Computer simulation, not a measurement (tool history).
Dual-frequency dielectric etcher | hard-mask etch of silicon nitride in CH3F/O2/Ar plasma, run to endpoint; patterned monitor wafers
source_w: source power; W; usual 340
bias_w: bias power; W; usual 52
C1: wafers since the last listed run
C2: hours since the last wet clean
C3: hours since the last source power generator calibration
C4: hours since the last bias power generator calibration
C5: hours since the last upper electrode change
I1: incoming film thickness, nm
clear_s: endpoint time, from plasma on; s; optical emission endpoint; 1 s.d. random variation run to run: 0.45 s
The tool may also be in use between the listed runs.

run 1 hour=0.0 | source_w=340 bias_w=52 | C1=0 C2=356.1 C3=3152.3 C4=3246.9 C5=3805.9 | I1=47.56 | clear_s=73.8
run 2 hour=12.6 | source_w=340 bias_w=52 | C1=204 C2=368.7 C3=3164.9 C4=3259.5 C5=3818.5 | I1=47.77 | clear_s=75.3
run 3 hour=37.6 | source_w=340 bias_w=52 | C1=405 C2=393.7 C3=3189.9 C4=3284.5 C5=3843.5 | I1=47.73 | clear_s=74.1
run 4 hour=45.6 | source_w=300 bias_w=52 | C1=129 C2=401.7 C3=3197.9 C4=3292.5 C5=3851.5 | I1=47.82 | clear_s=77.3
run 5 hour=60.3 | source_w=340 bias_w=62 | C1=238 C2=416.4 C3=3212.6 C4=3307.2 C5=3866.2 | I1=47.53 | clear_s=70.5
run 6 hour=111.1 | source_w=340 bias_w=62 | C1=823 C2=467.2 C3=3263.4 C4=3358.0 C5=3917.0 | I1=48.31 | clear_s=70.7
run 7 hour=120.6 | source_w=340 bias_w=62 | C1=154 C2=476.7 C3=3272.9 C4=3367.5 C5=3926.5 | I1=47.72 | clear_s=70.7
run 8 hour=136.6 | source_w=340 bias_w=52 | C1=259 C2=492.7 C3=3288.9 C4=3383.5 C5=3942.5 | I1=47.87 | clear_s=73.7
-- hour=164.1 wet clean of the chamber
run 9 hour=164.6 | source_w=340 bias_w=52 | C1=64 C2=0.5 C3=3316.9 C4=3411.5 C5=3970.5 | I1=48.04 | clear_s=76.8
run 10 hour=165.0 | source_w=340 bias_w=52 | C1=6 C2=0.9 C3=3317.3 C4=3411.9 C5=3970.9 | I1=47.59 | clear_s=77.1
run 11 hour=170.2 | source_w=340 bias_w=52 | C1=84 C2=6.1 C3=3322.5 C4=3417.1 C5=3976.1 | I1=47.88 | clear_s=76.5
-- hour=204.2 upper electrode replaced
run 12 hour=204.7 | source_w=340 bias_w=52 | C1=170 C2=40.6 C3=3357.0 C4=3451.6 C5=0.5 | I1=47.38 | clear_s=75.8
run 13 hour=205.0 | source_w=340 bias_w=45 | C1=4 C2=40.9 C3=3357.3 C4=3451.9 C5=0.8 | I1=48.07 | clear_s=80.0
run 14 hour=205.3 | source_w=320 bias_w=61 | C1=4 C2=41.2 C3=3357.6 C4=3452.2 C5=1.1 | I1=47.67 | clear_s=74.4
run 15 hour=215.2 | source_w=340 bias_w=52 | C1=160 C2=51.1 C3=3367.5 C4=3462.1 C5=11.0 | I1=47.56 | clear_s=75.5
run 16 hour=221.7 | source_w=270 bias_w=61 | C1=105 C2=57.6 C3=3374.0 C4=3468.6 C5=17.5 | I1=47.91 | clear_s=79.5
run 17 hour=238.0 | source_w=280 bias_w=62 | C1=264 C2=73.9 C3=3390.3 C4=3484.9 C5=33.8 | I1=47.99 | clear_s=77.7
-- hour=247.1 bias power generator calibrated
run 18 hour=253.7 | source_w=400 bias_w=49 | C1=189 C2=89.6 C3=3406.0 C4=6.6 C5=49.5 | I1=47.28 | clear_s=72.6
run 19 hour=265.3 | source_w=340 bias_w=52 | C1=188 C2=101.2 C3=3417.6 C4=18.2 C5=61.1 | I1=47.38 | clear_s=75.2
run 20 hour=275.7 | source_w=410 bias_w=52 | C1=168 C2=111.6 C3=3428.0 C4=28.6 C5=71.5 | I1=47.38 | clear_s=71.7
-- hour=288.4 source power generator calibrated
run 21 hour=288.9 | source_w=400 bias_w=64 | C1=149 C2=124.8 C3=0.5 C4=41.8 C5=84.7 | I1=48.04 | clear_s=68.6
run 22 hour=298.6 | source_w=410 bias_w=40 | C1=157 C2=134.5 C3=10.2 C4=51.5 C5=94.4 | I1=47.54 | clear_s=75.6
run 23 hour=310.4 | source_w=340 bias_w=52 | C1=191 C2=146.3 C3=22.0 C4=63.3 C5=106.2 | I1=47.47 | clear_s=75.3
run 24 hour=349.9 | source_w=360 bias_w=60 | C1=640 C2=185.8 C3=61.5 C4=102.8 C5=145.7 | I1=48.26 | clear_s=72.3
run 25 hour=365.9 | source_w=270 bias_w=61 | C1=259 C2=201.8 C3=77.5 C4=118.8 C5=161.7 | I1=47.39 | clear_s=76.9

Predict each of these 3 candidate next runs independently; none follows another, all start after run 25:
run A hour=366.3 | source_w=340 bias_w=44 | C1=6 C2=202.2 C3=77.9 C4=119.2 C5=162.1 | I1=47.95 | clear_s=?
run B hour=366.3 | source_w=380 bias_w=43 | C1=6 C2=202.2 C3=77.9 C4=119.2 C5=162.1 | I1=47.95 | clear_s=?
run C hour=366.3 | source_w=270 bias_w=52 | C1=6 C2=202.2 C3=77.9 C4=119.2 C5=162.1 | I1=47.95 | clear_s=?

run=A clear_s=78.8
run=B clear_s=76.5
run=C clear_s=81.1
Take away the tool's hidden state, keep each run's random variation, and the runs would have read:
run=A clear_s=80.5
run=B clear_s=78.1
run=C clear_s=82.8
